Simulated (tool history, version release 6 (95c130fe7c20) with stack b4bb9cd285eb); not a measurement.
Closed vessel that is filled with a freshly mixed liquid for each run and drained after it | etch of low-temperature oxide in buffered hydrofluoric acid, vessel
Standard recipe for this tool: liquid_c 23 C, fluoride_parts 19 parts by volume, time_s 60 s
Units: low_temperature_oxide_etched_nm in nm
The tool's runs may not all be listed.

run,hour,liquid_c,fluoride_parts,time_s,"read-back film thickness of the low-temperature oxide reference wafer, read on the same gauge (nm)",low_temperature_oxide_etched_nm
1,0,23,19,60,30.01,201.71
2,9.7,23,19,60,30,201.99
3,19.4,23,19,60,30.01,202.8
4,31.9,23,19,60,30.01,202
5,41.3,23,19,60,29.99,203.24
6,57.2,23,19,60,30.01,201.48
7,64.5,23,19,60,29.98,202.41
8,80.7,23,19,60,29.99,202.27
# hour 118.4: gauge calibrated
9,120.6,23,19,60,30.03,203.37
10,127.3,23,19,60,29.99,205.04
11,139.8,23,19,60,30.01,205.07
12,147.2,23,19,60,30.01,203.93
13,154.7,23,19,60,30,204.65
# hour 200.6: hydrofluoric acid flow meter replaced
14,203.7,23,19,60,30.02,224.57
15,210.8,26.5,26.5,85,29.98,300.35
# hour 219: thermometer replaced
16,224.6,23,19,60,29.99,206.59
17,233.8,28,13.5,90,30,577.02
18,245.9,25.5,23.5,50,30.01,171.2
19,256,25,19,45,29.98,175.25
20,273.9,23,14.5,60,29.99,272.94
21,284.3,23,19,60,29.99,210.58
22,297.8,23,19,60,30.01,210.4
23,311.5,25,23.5,50,29.98,166.22
24,326.4,19.5,19,60,29.99,174.92
25,340.7,23,19,30,29.98,104.45
26,355.2,23,16.5,30,29.98,120.35
27,372.1,23,12.5,70,30.01,372.97
28,381.9,28,13.5,90,29.99,580.03
# hour 398: gauge calibrated
29,414.1,23,16.5,45,30.01,183.5
30,427.9,23,19,60,30.01,211.89
31,438.9,25,16,85,30.02,397.65

For each run, what was the tool's unlogged condition?
gauge reads high (%): 0 in every run
H1: liquid hotter than its thermometer reads (K)
H2: hydrofluoric acid flow below the setpoint (%)
run,H1,H2
1,0.939,9.77
2,0.964,9.82
3,0.988,9.88
4,1.02,9.95
5,1.04,10
6,1.08,10.1
7,1.1,10.1
8,1.14,10.2
9,1.24,10.5
10,1.26,10.5
11,1.29,10.6
12,1.31,10.6
13,1.33,10.7
14,1.45,0.409
15,1.47,0.451
16,0.109,0.532
17,0.132,0.586
18,0.162,0.657
19,0.188,0.716
20,0.233,0.822
21,0.259,0.883
22,0.293,0.962
23,0.328,1.04
24,0.366,1.13
25,0.402,1.21
26,0.438,1.3
27,0.481,1.4
28,0.506,1.46
29,0.587,1.65
30,0.622,1.73
31,0.649,1.79

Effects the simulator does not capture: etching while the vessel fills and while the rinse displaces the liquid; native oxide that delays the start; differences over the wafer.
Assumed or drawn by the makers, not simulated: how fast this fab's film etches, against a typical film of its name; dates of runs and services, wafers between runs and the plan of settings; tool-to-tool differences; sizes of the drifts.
